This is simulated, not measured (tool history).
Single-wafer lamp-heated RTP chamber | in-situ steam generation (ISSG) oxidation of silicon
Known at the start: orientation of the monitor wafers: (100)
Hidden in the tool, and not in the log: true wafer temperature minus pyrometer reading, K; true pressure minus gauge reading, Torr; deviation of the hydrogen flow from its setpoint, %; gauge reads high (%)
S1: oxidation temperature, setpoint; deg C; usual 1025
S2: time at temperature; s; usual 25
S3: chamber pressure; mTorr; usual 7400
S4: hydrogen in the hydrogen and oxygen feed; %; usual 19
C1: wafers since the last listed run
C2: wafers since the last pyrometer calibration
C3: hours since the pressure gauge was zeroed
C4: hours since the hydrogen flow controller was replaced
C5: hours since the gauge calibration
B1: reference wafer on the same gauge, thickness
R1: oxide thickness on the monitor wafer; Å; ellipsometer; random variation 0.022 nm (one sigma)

run,hour,S1,S2,S3,S4,C1,C2,C3,C4,C5,B1,R1
1,0,1011,25,7400,19,0,2958,3712.8,2605.6,180.7,5.877,62.95
2,27.9,1025,25,7400,19,309,3268,3740.7,2633.5,208.6,5.877,67.27
3,58.4,1025,25,7400,19,338,3607,3771.2,2664,239.1,5.881,68.04
# hour 79.7: pyrometer window cleaned and pyrometer calibrated
4,99.6,1025,18,7400,24,368,220,3812.4,2705.2,280.3,5.884,58.6
5,156.3,1025,25,7400,19,629,850,3869.1,2761.9,337,5.88,65.97
6,257.7,1025,25,7400,19,1126,1977,3970.5,2863.3,438.4,5.875,67.7
7,286.7,1025,25,7400,19,322,2299,3999.5,2892.3,467.4,5.882,67.77
8,311.9,1025,25,7400,19,279,2579,4024.7,2917.5,492.6,5.879,68.15
9,371.8,1025,25,7400,19,665,3244,4084.6,2977.4,552.5,5.88,67.69
# hour 408.6: pyrometer window cleaned and pyrometer calibrated
10,440.5,1025,25,7400,19,674,354,4153.3,3046.1,621.2,5.881,66.2
11,502.8,1025,25,7400,19,692,1046,4215.6,3108.4,683.5,5.881,66.65
12,536.1,1025,25,7400,19,369,1416,4248.9,3141.7,716.8,5.886,67.09
# hour 604.5: pressure gauge zeroed
# hour 605.3: hydrogen flow controller replaced
13,605.8,1025,25,7400,19,677,2093,1.3,0.5,786.5,5.877,67.77
14,647.7,1025,25,7400,19,465,2559,43.2,42.4,828.4,5.883,67.83
15,717.1,1025,25,7400,19,771,3330,112.6,111.8,897.8,5.879,68.42
# hour 729.9: gauge calibrated
# hour 749.8: pyrometer window cleaned and pyrometer calibrated
16,774.3,1025,25,7400,12,546,272,169.8,169,44.4,5.879,58.97
17,825.8,1032,15,8900,25,572,844,221.3,220.5,95.9,5.883,56.46
18,878.3,1008,31,7400,19,583,1428,273.8,273,148.4,5.877,68.96
19,998.8,1025,25,7400,19,1338,2767,394.3,393.5,268.9,5.882,67.83
20,1057.4,1019,28,8600,13,651,3418,452.9,452.1,327.5,5.883,64.72
21,1084,1041,25,7400,19,295,3713,479.5,478.7,354.1,5.884,74.1
# hour 1145.9: pyrometer window cleaned and pyrometer calibrated
22,1154.2,1025,35,7400,14,691,92,549.7,548.9,424.3,5.882,73.03
23,1243.8,1025,25,7400,19,995,1088,639.3,638.5,513.9,5.879,66.84
24,1269,1025,25,7400,19,279,1368,664.5,663.7,539.1,5.881,67.17
25,1381.3,1025,25,7400,19,1247,2615,776.8,776,651.4,5.881,67.66
26,1425.9,1025,25,7400,19,495,3111,821.4,820.6,696,5.879,67.84
# hour 1444: pyrometer window cleaned and pyrometer calibrated
27,1470.8,1011,25,7400,19,409,297,866.3,865.5,740.9,5.881,61.51
28,1499.3,1025,31,7900,19,316,614,894.8,894,769.4,5.88,74.23
# hour 1534.2: gauge calibrated
29,1546.8,1014,28,7400,24,527,1142,942.3,941.5,12.6,5.881,70.96
30,1592.2,1019,22,8200,28,504,1646,987.7,986.9,58,5.879,67.23
31,1643,1025,25,7400,19,564,2211,1038.5,1037.7,108.8,5.88,67.71
32,1712.7,1025,21,8400,22,774,2985,1108.2,1107.4,178.5,5.882,64.06

What the log doesn't show, run by run:
true pressure minus gauge reading, Torr: 0 in every run
deviation of the hydrogen flow from its setpoint, %: 0 in every run
gauge reads high (%): 0 in every run
H1: true wafer temperature minus pyrometer reading, K
run,H1
1,8.52
2,8.73
3,8.9
4,1.86
5,4.92
6,7.77
7,8.23
8,8.54
9,9.06
10,3.66
11,6.63
12,7.68
13,9.1
14,9.63
15,10.2
16,2.06
17,4.79
18,6.57
19,8.6
20,9.04
21,9.18
22,1.05
23,5.77
24,6.56
25,8.59
26,8.99
27,2.36
28,3.98
29,5.95
30,7.21
31,8.15
32,8.93
